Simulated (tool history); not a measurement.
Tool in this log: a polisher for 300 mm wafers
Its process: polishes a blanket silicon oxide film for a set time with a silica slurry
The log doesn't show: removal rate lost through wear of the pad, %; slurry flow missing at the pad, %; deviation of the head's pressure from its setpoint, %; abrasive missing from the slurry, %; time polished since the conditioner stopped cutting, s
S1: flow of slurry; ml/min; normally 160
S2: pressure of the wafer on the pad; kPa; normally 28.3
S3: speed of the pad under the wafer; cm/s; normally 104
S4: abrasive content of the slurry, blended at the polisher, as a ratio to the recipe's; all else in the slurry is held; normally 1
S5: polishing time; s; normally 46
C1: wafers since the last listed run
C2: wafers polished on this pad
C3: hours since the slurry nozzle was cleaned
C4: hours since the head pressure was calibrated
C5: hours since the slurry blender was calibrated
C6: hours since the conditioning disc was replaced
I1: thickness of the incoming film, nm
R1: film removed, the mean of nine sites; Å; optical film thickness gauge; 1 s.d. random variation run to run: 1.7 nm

{"run": 1, "hour": 0.0, "S1": 160, "S2": 28.3, "S3": 104, "S4": 1, "S5": 46, "C1": 0, "C2": 2376, "C3": 94.4, "C4": 112.4, "C5": 164.4, "C6": 320, "I1": 1325.4, "R1": 1640}
{"hour": 61.5, "done": "conditioning disc replaced and pad reconditioned"}
{"run": 2, "hour": 100.0, "S1": 160, "S2": 28.3, "S3": 104, "S4": 1, "S5": 39, "C1": 1377, "C2": 3753, "C3": 194.4, "C4": 212.4, "C5": 264.4, "C6": 38.5, "I1": 1313.8, "R1": 1410}
{"run": 3, "hour": 206.6, "S1": 160, "S2": 34.5, "S3": 120, "S4": 1, "S5": 46, "C1": 1498, "C2": 5252, "C3": 301, "C4": 319, "C5": 371, "C6": 145.1, "I1": 1304.5, "R1": 2241}
{"hour": 267.4, "done": "worn pad replaced by a new one"}
{"hour": 309.1, "done": "slurry blender recalibrated"}
{"hour": 339.7, "done": "slurry nozzle cleaned"}
{"hour": 448.7, "done": "conditioning disc replaced and pad reconditioned"}
{"run": 4, "hour": 496.3, "S1": 160, "S2": 34.5, "S3": 120, "S4": 1, "S5": 46, "C1": 3945, "C2": 3147, "C3": 156.6, "C4": 608.7, "C5": 187.2, "C6": 47.6, "I1": 1326.2, "R1": 2052}
{"run": 5, "hour": 670.7, "S1": 160, "S2": 28.3, "S3": 112, "S4": 1, "S5": 46, "C1": 2451, "C2": 5599, "C3": 331, "C4": 783.1, "C5": 361.6, "C6": 222, "I1": 1314.5, "R1": 1528}
{"run": 6, "hour": 756.5, "S1": 160, "S2": 28.3, "S3": 112, "S4": 1, "S5": 46, "C1": 1206, "C2": 6805, "C3": 416.8, "C4": 868.9, "C5": 447.4, "C6": 307.8, "I1": 1307.5, "R1": 1500}
{"hour": 762.7, "done": "worn pad replaced by a new one"}
{"hour": 778.4, "done": "slurry blender recalibrated"}
{"hour": 818.3, "done": "slurry nozzle cleaned, repeated, since the last time left the tool worse"}
{"hour": 831.2, "done": "conditioning disc replaced and pad reconditioned"}
{"run": 7, "hour": 841.7, "S1": 160, "S2": 28.3, "S3": 112, "S4": 1, "S5": 46, "C1": 1071, "C2": 1039, "C3": 23.4, "C4": 954.1, "C5": 63.3, "C6": 10.5, "I1": 1300.4, "R1": 1764}
{"run": 8, "hour": 910.8, "S1": 160, "S2": 28.3, "S3": 104, "S4": 1, "S5": 46, "C1": 971, "C2": 2010, "C3": 92.5, "C4": 1023.2, "C5": 132.4, "C6": 79.6, "I1": 1340.1, "R1": 1671}
{"run": 9, "hour": 992.9, "S1": 160, "S2": 28.3, "S3": 104, "S4": 1, "S5": 46, "C1": 1154, "C2": 3164, "C3": 174.6, "C4": 1105.3, "C5": 214.5, "C6": 161.7, "I1": 1299, "R1": 1665}
{"run": 10, "hour": 1071.3, "S1": 120, "S2": 28.3, "S3": 104, "S4": 1, "S5": 46, "C1": 1102, "C2": 4266, "C3": 253, "C4": 1183.7, "C5": 292.9, "C6": 240.1, "I1": 1318.9, "R1": 1535}
{"run": 11, "hour": 1170.6, "S1": 145, "S2": 28.3, "S3": 104, "S4": 1, "S5": 46, "C1": 1395, "C2": 5662, "C3": 352.3, "C4": 1283, "C5": 392.2, "C6": 339.4, "I1": 1339.3, "R1": 1605}
{"hour": 1177.0, "done": "slurry blender recalibrated"}
{"hour": 1188.2, "done": "worn pad replaced by a new one"}
{"hour": 1229.0, "done": "head pressure recalibrated"}
{"run": 12, "hour": 1267.8, "S1": 135, "S2": 28.3, "S3": 104, "S4": 1, "S5": 46, "C1": 1253, "C2": 1091, "C3": 449.5, "C4": 38.8, "C5": 90.8, "C6": 436.6, "I1": 1339.6, "R1": 1524}
{"run": 13, "hour": 1316.7, "S1": 160, "S2": 28.3, "S3": 104, "S4": 1, "S5": 46, "C1": 687, "C2": 1778, "C3": 498.4, "C4": 87.7, "C5": 139.7, "C6": 485.5, "I1": 1326.3, "R1": 1582}
{"hour": 1333.0, "done": "conditioning disc replaced and pad reconditioned"}
{"hour": 1349.8, "done": "slurry nozzle cleaned"}
{"run": 14, "hour": 1366.9, "S1": 145, "S2": 28.3, "S3": 124, "S4": 1, "S5": 33, "C1": 663, "C2": 2442, "C3": 17.1, "C4": 137.9, "C5": 189.9, "C6": 33.9, "I1": 1317.2, "R1": 1366}
{"run": 15, "hour": 1474.0, "S1": 160, "S2": 28.3, "S3": 104, "S4": 1, "S5": 46, "C1": 1505, "C2": 3947, "C3": 124.2, "C4": 245, "C5": 297, "C6": 141, "I1": 1308, "R1": 1639}
{"run": 16, "hour": 1528.8, "S1": 160, "S2": 28.3, "S3": 104, "S4": 1, "S5": 46, "C1": 770, "C2": 4717, "C3": 179, "C4": 299.8, "C5": 351.8, "C6": 195.8, "I1": 1334.9, "R1": 1617}
{"hour": 1580.9, "done": "worn pad replaced by a new one"}
{"hour": 1588.6, "done": "slurry blender recalibrated"}
{"run": 17, "hour": 1634.4, "S1": 160, "S2": 28.3, "S3": 104, "S4": 0.8, "S5": 39, "C1": 1400, "C2": 723, "C3": 284.6, "C4": 405.4, "C5": 45.8, "C6": 301.4, "I1": 1323.1, "R1": 1230}
{"run": 18, "hour": 1694.2, "S1": 160, "S2": 28.3, "S3": 104, "S4": 1.15, "S5": 46, "C1": 840, "C2": 1564, "C3": 344.4, "C4": 465.2, "C5": 105.6, "C6": 361.2, "I1": 1337.6, "R1": 1732}
{"run": 19, "hour": 1751.4, "S1": 190, "S2": 28.3, "S3": 104, "S4": 1, "S5": 46, "C1": 804, "C2": 2368, "C3": 401.6, "C4": 522.4, "C5": 162.8, "C6": 418.4, "I1": 1292.1, "R1": 1675}
{"hour": 1758.7, "done": "conditioning disc replaced and pad reconditioned"}
{"run": 20, "hour": 1799.7, "S1": 160, "S2": 28.3, "S3": 104, "S4": 1, "S5": 46, "C1": 650, "C2": 3019, "C3": 449.9, "C4": 570.7, "C5": 211.1, "C6": 41, "I1": 1320.7, "R1": 1599}
{"run": 21, "hour": 1843.3, "S1": 215, "S2": 35.9, "S3": 72, "S4": 1, "S5": 57, "C1": 612, "C2": 3632, "C3": 493.5, "C4": 614.3, "C5": 254.7, "C6": 84.6, "I1": 1319.4, "R1": 1977}
{"hour": 1853.1, "done": "slurry nozzle cleaned"}
{"run": 22, "hour": 1882.5, "S1": 120, "S2": 28.3, "S3": 104, "S4": 1, "S5": 32, "C1": 536, "C2": 4169, "C3": 29.4, "C4": 653.5, "C5": 293.9, "C6": 123.8, "I1": 1320.9, "R1": 1068}
{"run": 23, "hour": 1940.1, "S1": 160, "S2": 28.3, "S3": 82, "S4": 1, "S5": 46, "C1": 809, "C2": 4978, "C3": 87, "C4": 711.1, "C5": 351.5, "C6": 181.4, "I1": 1331.2, "R1": 1355}
{"hour": 1961.9, "done": "slurry blender recalibrated"}
{"run": 24, "hour": 2004.2, "S1": 160, "S2": 24.1, "S3": 68, "S4": 1, "S5": 46, "C1": 872, "C2": 5851, "C3": 151.1, "C4": 775.2, "C5": 42.3, "C6": 245.5, "I1": 1329.2, "R1": 1004}
{"hour": 2042.5, "done": "worn pad replaced by a new one"}
{"run": 25, "hour": 2084.1, "S1": 205, "S2": 28.3, "S3": 104, "S4": 1, "S5": 39, "C1": 1066, "C2": 584, "C3": 231, "C4": 855.1, "C5": 122.2, "C6": 325.4, "I1": 1322.5, "R1": 1448}

What if the next run were any one of these 4? Each begins from the tool's condition after run 25:
{"run": "A", "hour": 2084.5, "S1": 160, "S2": 28.3, "S3": 104, "S4": 1, "S5": 62, "C1": 5, "C2": 590, "C3": 231.4, "C4": 855.5, "C5": 122.6, "C6": 325.8, "I1": 1336.4, "R1": "?"}
{"run": "B", "hour": 2084.5, "S1": 160, "S2": 28.3, "S3": 92, "S4": 1.2, "S5": 46, "C1": 5, "C2": 590, "C3": 231.4, "C4": 855.5, "C5": 122.6, "C6": 325.8, "I1": 1336.4, "R1": "?"}
{"run": "C", "hour": 2084.5, "S1": 160, "S2": 20.7, "S3": 84, "S4": 1, "S5": 46, "C1": 5, "C2": 590, "C3": 231.4, "C4": 855.5, "C5": 122.6, "C6": 325.8, "I1": 1336.4, "R1": "?"}
{"run": "D", "hour": 2084.5, "S1": 160, "S2": 28.3, "S3": 94, "S4": 1, "S5": 46, "C1": 5, "C2": 590, "C3": 231.4, "C4": 855.5, "C5": 122.6, "C6": 325.8, "I1": 1336.4, "R1": "?"}

run=A R1=2228
run=B R1=1614
run=C R1=1020
run=D R1=1525
The same runs, with their run-to-run variation unchanged, on a tool lacking any hidden condition would have given:
run=A R1=2248
run=B R1=1629
run=C R1=1029
run=D R1=1538
